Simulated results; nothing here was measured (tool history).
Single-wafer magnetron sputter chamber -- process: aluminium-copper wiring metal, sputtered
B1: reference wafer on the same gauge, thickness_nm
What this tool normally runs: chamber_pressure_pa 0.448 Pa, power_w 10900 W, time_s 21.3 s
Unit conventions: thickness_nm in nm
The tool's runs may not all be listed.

run 1 day=0 | chamber_pressure_pa=0.448 power_w=10900 time_s=21.3 | B1=354.947 | thickness_nm=395.016
run 2 day=2.446 | chamber_pressure_pa=0.448 power_w=10900 time_s=21.3 | B1=355.055 | thickness_nm=395.234
-- day=6.154 sputter target and shields replaced
run 3 day=6.512 | chamber_pressure_pa=0.448 power_w=10900 time_s=21.3 | B1=354.97 | thickness_nm=396.535
run 4 day=10.946 | chamber_pressure_pa=0.448 power_w=10900 time_s=21.3 | B1=355.072 | thickness_nm=396.94
run 5 day=14.062 | chamber_pressure_pa=0.448 power_w=10900 time_s=21.3 | B1=355.257 | thickness_nm=392.518
-- day=17.058 sputter target and shields replaced
run 6 day=17.942 | chamber_pressure_pa=0.448 power_w=10900 time_s=21.3 | B1=355.2 | thickness_nm=396.861
-- day=21.708 magnet pack replaced
run 7 day=22.375 | chamber_pressure_pa=0.448 power_w=10900 time_s=21.3 | B1=355.23 | thickness_nm=396.153
run 8 day=25.217 | chamber_pressure_pa=0.448 power_w=10900 time_s=21.3 | B1=354.957 | thickness_nm=394.846
-- day=27.517 sputter target and shields replaced
-- day=28.179 gauge calibrated
run 9 day=29.388 | chamber_pressure_pa=0.612 power_w=13400 time_s=17.8 | B1=355.172 | thickness_nm=370.857
run 10 day=31.138 | chamber_pressure_pa=0.546 power_w=13600 time_s=25.5 | B1=354.853 | thickness_nm=556.864
-- day=33.321 capacitance manometer re-zeroed and calibrated
-- day=40.783 sputter target and shields replaced
run 11 day=42.712 | chamber_pressure_pa=0.526 power_w=9850 time_s=22.6 | B1=355.055 | thickness_nm=365.172
run 12 day=44.979 | chamber_pressure_pa=0.448 power_w=10900 time_s=21.3 | B1=355.112 | thickness_nm=396.172
run 13 day=47.15 | chamber_pressure_pa=0.448 power_w=10900 time_s=21.3 | B1=355.337 | thickness_nm=394.623
run 14 day=51.371 | chamber_pressure_pa=0.342 power_w=10900 time_s=21.3 | B1=354.963 | thickness_nm=416.252
-- day=53.212 sputter target and shields replaced
run 15 day=53.971 | chamber_pressure_pa=0.448 power_w=10900 time_s=21.3 | B1=355.042 | thickness_nm=397.07
-- day=56.883 gauge calibrated
run 16 day=58.421 | chamber_pressure_pa=0.448 power_w=10900 time_s=22.6 | B1=355.345 | thickness_nm=420.602

5 ways to go on from here, each from the tool as it stands after run 16. What would each give?
run A day=58.438 | chamber_pressure_pa=0.625 power_w=10900 time_s=21.3 | B1=? | thickness_nm=?
run B day=58.438 | chamber_pressure_pa=0.448 power_w=9900 time_s=21.3 | B1=? | thickness_nm=?
run C day=58.438 | chamber_pressure_pa=0.611 power_w=10900 time_s=23.1 | B1=? | thickness_nm=?
run D day=58.438 | chamber_pressure_pa=0.448 power_w=8650 time_s=23.4 | B1=? | thickness_nm=?
run E day=58.438 | chamber_pressure_pa=0.293 power_w=10900 time_s=17.7 | B1=? | thickness_nm=?

run=A B1=354.974 thickness_nm=359.156
run=B B1=354.974 thickness_nm=360.09
run=C B1=354.974 thickness_nm=392.435
run=D B1=354.974 thickness_nm=346.973
run=E B1=354.974 thickness_nm=358.705
With the hidden condition removed and each run's random variation left untouched, the same runs would have given:
run=A thickness_nm=360.118
run=B thickness_nm=361.054
run=C thickness_nm=393.486
run=D thickness_nm=347.902
run=E thickness_nm=359.666
